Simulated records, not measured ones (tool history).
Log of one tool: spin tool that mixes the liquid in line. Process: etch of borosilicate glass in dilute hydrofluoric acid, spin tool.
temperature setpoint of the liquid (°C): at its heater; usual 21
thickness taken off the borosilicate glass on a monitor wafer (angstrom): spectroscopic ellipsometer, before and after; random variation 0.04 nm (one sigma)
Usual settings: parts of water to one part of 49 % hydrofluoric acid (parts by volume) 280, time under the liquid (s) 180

run     day  temperature setpoint of the liquid (°C)  parts of water to one part of 49 % hydrofluoric acid (parts by volume)  time under the liquid (s)  read-back film thickness of the borosilicate glass reference wafer, read on the same gauge (nm)  thickness taken off the borosilicate glass on a monitor wafer (angstrom)
  1       0                                       19                                                                     280                        180                                                                                            59.99                                                                      98.3
  2   0.571                                       19                                                                     280                        180                                                                                            59.95                                                                      98.5
  3   1.525                                       19                                                                     280                        180                                                                                            60.03                                                                      98.7
  4   3.554                                       21                                                                     280                        255                                                                                            59.98                                                                       150
  5   4.496                                       21                                                                     280                        180                                                                                               60                                                                     106.1
  6   5.188                                       21                                                                     280                        180                                                                                            59.95                                                                     106.3
  7   6.233                                       21                                                                     315                        180                                                                                            60.01                                                                      91.7
  8   7.021                                       21                                                                     315                        180                                                                                               60                                                                      91.9
        7.5  -- hydrofluoric acid flow meter replaced
       7.55  -- thermometer replaced
  9   7.775                                       21                                                                     315                        180                                                                                            60.01                                                                      82.4
 10   8.338                                       21                                                                     280                        180                                                                                            60.01                                                                      96.4
      8.904  -- gauge calibrated
 11   9.271                                       21                                                                     280                        180                                                                                            60.02                                                                      95.9
 12   9.817                                       24                                                                     145                        240                                                                                            60.02                                                                     318.4
 13  11.271                                       21                                                                     390                        210                                                                                            59.99                                                                      72.7
 14  11.954                                       19                                                                     280                        105                                                                                            60.01                                                                      52.2
 15  12.938                                       26                                                                     280                        180                                                                                            60.02                                                                     115.6
 16    13.9                                       21                                                                     280                        215                                                                                            59.96                                                                     115.7
 17  14.792                                       21                                                                     280                        290                                                                                            60.01                                                                     156.5
 18  15.521                                       17                                                                     175                        125                                                                                            60.01                                                                     102.3
 19  16.938                                       21                                                                     280                        180                                                                                            59.97                                                                        97
 20  17.438                                       21                                                                     280                        180                                                                                            60.02                                                                      96.8

Hidden state or all else? Some run-to-run changes of thickness taken off the borosilicate glass on a monitor wafer (angstrom), split into what the settings, what came in and random variation would give without the hidden state, and what is left for the hidden state (with any gauge scatter that isn't in both results):
The hidden state here: liquid hotter than its thermometer reads (K); hydrofluoric acid flow below the setpoint (%); gauge reads high (%).
Run 3 -> 4: temperature setpoint of the liquid (°C) 19 -> 21, time under the liquid (s) 180 -> 255. thickness taken off the borosilicate glass on a monitor wafer (angstrom) +51.3: hidden state +5.1, all else +46.2.
Run 8 -> 9: hydrofluoric acid flow meter replaced, thermometer replaced. thickness taken off the borosilicate glass on a monitor wafer (angstrom) -9.5: hidden state -9, all else -0.5.
Run 11 -> 12: temperature setpoint of the liquid (°C) 21 -> 24, parts of water to one part of 49 % hydrofluoric acid (parts by volume) 280 -> 145, time under the liquid (s) 180 -> 240. thickness taken off the borosilicate glass on a monitor wafer (angstrom) +222.5: hidden state +1.9, all else +220.6.
Run 12 -> 13: temperature setpoint of the liquid (°C) 24 -> 21, parts of water to one part of 49 % hydrofluoric acid (parts by volume) 145 -> 390, time under the liquid (s) 240 -> 210. thickness taken off the borosilicate glass on a monitor wafer (angstrom) -245.7: hidden state -2, all else -243.7.
